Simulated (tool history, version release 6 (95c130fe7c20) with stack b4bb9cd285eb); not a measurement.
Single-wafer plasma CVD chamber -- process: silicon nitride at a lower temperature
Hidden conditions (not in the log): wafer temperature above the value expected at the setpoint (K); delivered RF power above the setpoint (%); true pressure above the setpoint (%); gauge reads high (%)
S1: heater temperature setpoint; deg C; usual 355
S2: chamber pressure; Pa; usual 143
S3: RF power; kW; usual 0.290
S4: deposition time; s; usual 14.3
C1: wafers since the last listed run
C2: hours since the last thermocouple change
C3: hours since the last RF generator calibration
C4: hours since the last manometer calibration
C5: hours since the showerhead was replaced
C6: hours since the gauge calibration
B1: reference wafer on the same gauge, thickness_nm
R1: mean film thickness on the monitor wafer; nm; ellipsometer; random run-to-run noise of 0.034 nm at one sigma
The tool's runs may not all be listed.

run	hour	S1	S2	S3	S4	C1	C2	C3	C4	C5	C6	B1	R1
1	0.0	345	143	0.290	14.3	0	1001.5	1349.9	1969.5	2185.5	377.7	16.503	14.967
2	16.1	351	143	0.290	14.3	550	1017.6	1366.0	1985.6	2201.6	393.8	16.503	14.973
# hour 30.2: RF generator calibrated
# hour 35.7: capacitance manometer re-zeroed and calibrated
3	36.2	351	143	0.290	14.3	226	1037.7	6.0	0.5	2221.7	413.9	16.500	15.411
4	41.8	355	120	0.290	14.3	191	1043.3	11.6	6.1	2227.3	419.5	16.498	14.272
5	55.3	360	143	0.315	14.3	461	1056.8	25.1	19.6	2240.8	433.0	16.500	15.859
6	68.2	360	143	0.315	14.3	440	1069.7	38.0	32.5	2253.7	445.9	16.503	15.844
# hour 74.9: gauge calibrated
7	80.4	355	143	0.290	14.3	416	1081.9	50.2	44.7	2265.9	5.5	16.505	15.347
8	91.8	355	143	0.290	14.3	389	1093.3	61.6	56.1	2277.3	16.9	16.501	15.341
9	100.2	355	143	0.290	14.3	286	1101.7	70.0	64.5	2285.7	25.3	16.496	15.369
10	113.9	355	143	0.290	14.3	468	1115.4	83.7	78.2	2299.4	39.0	16.502	15.359
11	120.4	355	143	0.290	14.3	222	1121.9	90.2	84.7	2305.9	45.5	16.499	15.270
12	134.2	345	123	0.270	16.6	471	1135.7	104.0	98.5	2319.7	59.3	16.497	16.352
13	142.8	355	160	0.290	14.3	293	1144.3	112.6	107.1	2328.3	67.9	16.502	16.039
14	154.9	355	111	0.290	16.7	413	1156.4	124.7	119.2	2340.4	80.0	16.503	16.158
15	169.5	369	143	0.250	15.2	498	1171.0	139.3	133.8	2355.0	94.6	16.503	15.320
16	178.5	342	143	0.290	16.3	307	1180.0	148.3	142.8	2364.0	103.6	16.500	17.592
17	190.8	349	143	0.270	14.3	420	1192.3	160.6	155.1	2376.3	115.9	16.500	14.944
18	208.8	355	159	0.290	14.3	614	1210.3	178.6	173.1	2394.3	133.9	16.499	15.902
19	218.0	355	143	0.290	14.3	314	1219.5	187.8	182.3	2403.5	143.1	16.495	15.360
# hour 229.3: showerhead replaced, of another model than before
# hour 236.7: thermocouple changed; heater temperature recalibrated
20	237.2	349	115	0.325	16.7	130	0.5	207.0	201.5	7.9	162.3	16.501	16.481
21	245.9	361	169	0.290	15.2	297	9.2	215.7	210.2	16.6	171.0	16.493	17.736
22	259.8	355	143	0.290	14.3	474	23.1	229.6	224.1	30.5	184.9	16.503	15.330
23	273.8	349	143	0.305	16.2	478	37.1	243.6	238.1	44.5	198.9	16.503	17.993
24	283.9	355	143	0.290	14.3	345	47.2	253.7	248.2	54.6	209.0	16.503	15.349
25	297.8	355	143	0.290	14.3	474	61.1	267.6	262.1	68.5	222.9	16.507	15.317
26	303.9	355	120	0.345	14.3	208	67.2	273.7	268.2	74.6	229.0	16.499	15.314
27	321.9	349	160	0.290	14.3	614	85.2	291.7	286.2	92.6	247.0	16.500	16.285
28	337.0	360	156	0.250	12.7	515	100.3	306.8	301.3	107.7	262.1	16.505	12.869
29	352.9	355	143	0.290	14.3	543	116.2	322.7	317.2	123.6	278.0	16.506	15.277

For some of the steps in R1 from one run to the next: how much would appear even if the tool had no hidden state, given the settings, what came in and random variation, and how much remains for the hidden state plus any gauge scatter that the measured result and the result without hidden state don't share?
Run 2 -> 3: RF generator calibrated, capacitance manometer re-zeroed and calibrated. R1 +0.438 nm: hidden state +0.457, all else -0.019.
Run 19 -> 20: S1 355 -> 349, S2 143 -> 115, S3 0.290 -> 0.325, S4 14.3 -> 16.7, showerhead replaced, of another model than before, thermocouple changed; heater temperature recalibrated. R1 +1.121 nm: hidden state -0.034, all else +1.155.
Run 22 -> 23: S1 355 -> 349, S3 0.290 -> 0.305, S4 14.3 -> 16.2. R1 +2.663 nm: hidden state -0.010, all else +2.673.
Run 27 -> 28: S1 349 -> 360, S2 160 -> 156, S3 0.290 -> 0.250, S4 14.3 -> 12.7. R1 -3.416 nm: hidden state +0.010, all else -3.426.
